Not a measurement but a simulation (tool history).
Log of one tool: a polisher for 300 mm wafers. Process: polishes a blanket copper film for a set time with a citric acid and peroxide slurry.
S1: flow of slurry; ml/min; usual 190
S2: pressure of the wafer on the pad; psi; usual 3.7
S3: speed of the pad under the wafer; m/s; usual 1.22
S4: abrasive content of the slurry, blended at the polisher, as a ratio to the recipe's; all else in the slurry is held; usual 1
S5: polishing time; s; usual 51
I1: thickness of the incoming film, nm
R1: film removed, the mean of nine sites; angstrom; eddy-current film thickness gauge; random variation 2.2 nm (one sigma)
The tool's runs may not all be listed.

run,hour,S1,S2,S3,S4,S5,I1,R1
1,0,190,3.7,1.22,1,51,763.3,2030
# hour 17.2: worn pad replaced by a new one
2,32.7,190,3.7,1.22,1,51,765.4,1970
3,56.9,190,3.7,1.22,0.9,51,770.4,1893
4,157.5,205,3.7,1.22,1,51,771.4,1926
# hour 172.4: slurry nozzle cleaned
5,174,205,3.7,1.22,1,51,767.2,1888
# hour 228.9: slurry blender recalibrated
# hour 230.7: worn pad replaced by a new one
6,239.2,205,3.7,1.22,1,51,765.9,1990
7,265.9,190,3.7,1.22,1,51,771,1934
8,286.2,190,3.7,1.22,1,51,767.5,1962
9,311.5,220,3.7,1.22,1,51,781.2,1939
# hour 329.4: head pressure recalibrated
10,335,190,3.7,1.22,1.1,51,766.2,1897
# hour 423.8: slurry blender recalibrated
# hour 441.3: worn pad replaced by a new one
11,441.8,190,3.7,1.22,1,51,774.5,2024
12,465.6,160,3.7,0.9,1,51,770.9,1495
13,482.7,190,3.7,1.22,1,51,772,1907
14,501.9,190,4.4,0.96,1,37,761,1363
15,530.4,190,3.4,1.22,1,51,759.7,1740
16,561.6,190,4.1,1.22,1,58,774.6,2388
17,577.7,205,3.7,1.22,1,51,757.1,1935
18,605.1,130,3.7,1.22,1,51,763.9,1802
# hour 627.5: slurry blender recalibrated
19,638.7,190,5,1.22,0.75,51,771,2542
# hour 650.6: worn pad replaced by a new one
20,651.9,190,3.7,1.22,1.2,51,760.9,2100
21,669.5,190,4.1,1.22,0.75,68,762.4,2723
22,682.1,190,3.7,1.22,0.9,60,770.9,2259
23,700.7,190,3.7,1.22,1,51,771.5,1979
24,726,190,3.7,1.34,0.9,51,785.1,2049
25,748.2,190,2.6,1.22,1,51,762.8,1352
26,762.6,135,3.7,1.22,1,51,767.3,1847
27,788,190,3.7,1.22,1,35,778.3,1282
28,803.9,190,3.7,1.46,0.9,44,771.7,1890
29,817.9,190,4.9,1.22,1.3,64,760.7,3329
30,830.1,190,3.7,1.54,1,51,777.4,2310

Forecast each of these 4 alternatives for the next run:
A,830.5,215,3.7,1.22,1,51,777.6,?
B,830.5,190,2.7,0.92,1.3,56,777.6,?
C,830.5,190,4.5,1.22,0.85,51,777.6,?
D,830.5,190,2.5,1.42,0.9,51,777.6,?

run,R1
A,1913
B,1276
C,2205
D,1428
Without the tool's hidden state the same runs would have given:
run,R1
A,2061
B,1378
C,2372
D,1537

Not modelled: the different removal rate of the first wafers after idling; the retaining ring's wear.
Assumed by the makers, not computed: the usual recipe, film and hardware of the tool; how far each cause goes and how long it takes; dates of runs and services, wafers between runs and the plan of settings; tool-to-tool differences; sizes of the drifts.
